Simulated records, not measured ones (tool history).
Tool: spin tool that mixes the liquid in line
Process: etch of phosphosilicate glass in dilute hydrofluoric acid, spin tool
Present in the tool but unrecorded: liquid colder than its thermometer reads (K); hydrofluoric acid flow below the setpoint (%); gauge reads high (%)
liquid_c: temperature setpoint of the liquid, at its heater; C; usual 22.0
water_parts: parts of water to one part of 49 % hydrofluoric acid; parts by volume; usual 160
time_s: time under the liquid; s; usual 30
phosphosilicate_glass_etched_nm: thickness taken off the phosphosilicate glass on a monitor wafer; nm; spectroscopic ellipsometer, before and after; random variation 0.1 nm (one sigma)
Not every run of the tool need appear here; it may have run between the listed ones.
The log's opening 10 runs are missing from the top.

| run | hour | liquid_c | water_parts | time_s | wafers since the last listed run | hours since the thermometer was replaced | hours since the hydrofluoric acid flow meter was replaced | hours since the gauge calibration | read-back film thickness of the phosphosilicate glass reference wafer, read on the same gauge (nm) | phosphosilicate_glass_etched_nm |
|---|---|---|---|---|---|---|---|---|---|---|
| 11 | 657.7 | 22.0 | 160 | 30 | 678 | 493.0 | 132.9 | 364.9 | 90.00 | 10.68 |
| 12 | 763.4 | 22.0 | 240 | 30 | 1376 | 598.7 | 238.6 | 470.6 | 90.00 | 6.52 |
| 13 | 869.8 | 27.0 | 215 | 15 | 1385 | 705.1 | 345.0 | 577.0 | 90.01 | 4.43 |
| 14 | 971.6 | 22.0 | 160 | 30 | 1325 | 806.9 | 446.8 | 678.8 | 90.01 | 10.35 |
| 15 | 1054.3 | 22.0 | 240 | 20 | 1076 | 889.6 | 529.5 | 761.5 | 90.00 | 4.22 |
| 16 | 1093.0 | 22.0 | 160 | 30 | 503 | 928.3 | 568.2 | 800.2 | 90.02 | 10.35 |
| 17 | 1161.5 | 23.5 | 130 | 30 | 891 | 996.8 | 636.7 | 868.7 | 90.00 | 14.04 |
| 18 | 1250.7 | 22.0 | 160 | 30 | 1161 | 1086.0 | 725.9 | 957.9 | 90.00 | 10.16 |
| 19 | 1340.9 | 22.0 | 160 | 30 | 1174 | 1176.2 | 816.1 | 1048.1 | 89.99 | 10.05 |
|  | 1400.1 | hydrofluoric acid flow meter replaced |
| 20 | 1423.5 | 26.0 | 110 | 15 | 1062 | 1258.8 | 23.4 | 1130.7 | 90.01 | 9.90 |
| 21 | 1464.5 | 25.5 | 90 | 30 | 533 | 1299.8 | 64.4 | 1171.7 | 90.01 | 23.81 |
| 22 | 1558.4 | 23.5 | 190 | 40 | 1222 | 1393.7 | 158.3 | 1265.6 | 89.99 | 12.42 |
| 23 | 1657.0 | 20.0 | 115 | 20 | 1283 | 1492.3 | 256.9 | 1364.2 | 90.00 | 9.54 |
| 24 | 1704.0 | 24.0 | 240 | 15 | 611 | 1539.3 | 303.9 | 1411.2 | 90.00 | 3.47 |
| 25 | 1782.7 | 22.0 | 135 | 40 | 1024 | 1618.0 | 382.6 | 1489.9 | 90.01 | 17.14 |
| 26 | 1840.3 | 22.0 | 160 | 30 | 749 | 1675.6 | 440.2 | 1547.5 | 90.00 | 10.66 |
| 27 | 1914.6 | 22.0 | 160 | 20 | 967 | 1749.9 | 514.5 | 1621.8 | 90.00 | 7.03 |
| 28 | 1952.9 | 27.0 | 200 | 15 | 498 | 1788.2 | 552.8 | 1660.1 | 90.00 | 4.77 |
|  | 1991.9 | thermometer replaced |
| 29 | 2042.5 | 22.0 | 160 | 30 | 1153 | 50.6 | 642.4 | 1749.7 | 90.01 | 10.45 |
| 30 | 2095.6 | 20.5 | 190 | 20 | 691 | 103.7 | 695.5 | 1802.8 | 90.00 | 5.28 |
| 31 | 2175.6 | 22.0 | 160 | 30 | 1041 | 183.7 | 775.5 | 1882.8 | 90.00 | 10.27 |

Below are 5 alternative next runs, each starting from the tool's condition after run 31. Predict each:
| A | 2176.0 | 26.0 | 160 | 30 | 5 | 184.1 | 775.9 | 1883.2 | ? | ? |
| B | 2176.0 | 25.0 | 160 | 30 | 5 | 184.1 | 775.9 | 1883.2 | ? | ? |
| C | 2176.0 | 24.5 | 205 | 45 | 5 | 184.1 | 775.9 | 1883.2 | ? | ? |
| D | 2176.0 | 17.5 | 205 | 30 | 5 | 184.1 | 775.9 | 1883.2 | ? | ? |
| E | 2176.0 | 22.0 | 190 | 15 | 5 | 184.1 | 775.9 | 1883.2 | ? | ? |

| run | read-back film thickness of the phosphosilicate glass reference wafer, read on the same gauge (nm) | phosphosilicate_glass_etched_nm |
|---|---|---|
| A | 89.99 | 11.83 |
| B | 89.99 | 11.40 |
| C | 89.99 | 12.44 |
| D | 89.99 | 6.36 |
| E | 89.99 | 4.15 |
Without the tool's unlogged condition, the same runs would have read:
| run | phosphosilicate_glass_etched_nm |
|---|---|
| A | 12.53 |
| B | 12.07 |
| C | 13.19 |
| D | 6.74 |
| E | 4.39 |

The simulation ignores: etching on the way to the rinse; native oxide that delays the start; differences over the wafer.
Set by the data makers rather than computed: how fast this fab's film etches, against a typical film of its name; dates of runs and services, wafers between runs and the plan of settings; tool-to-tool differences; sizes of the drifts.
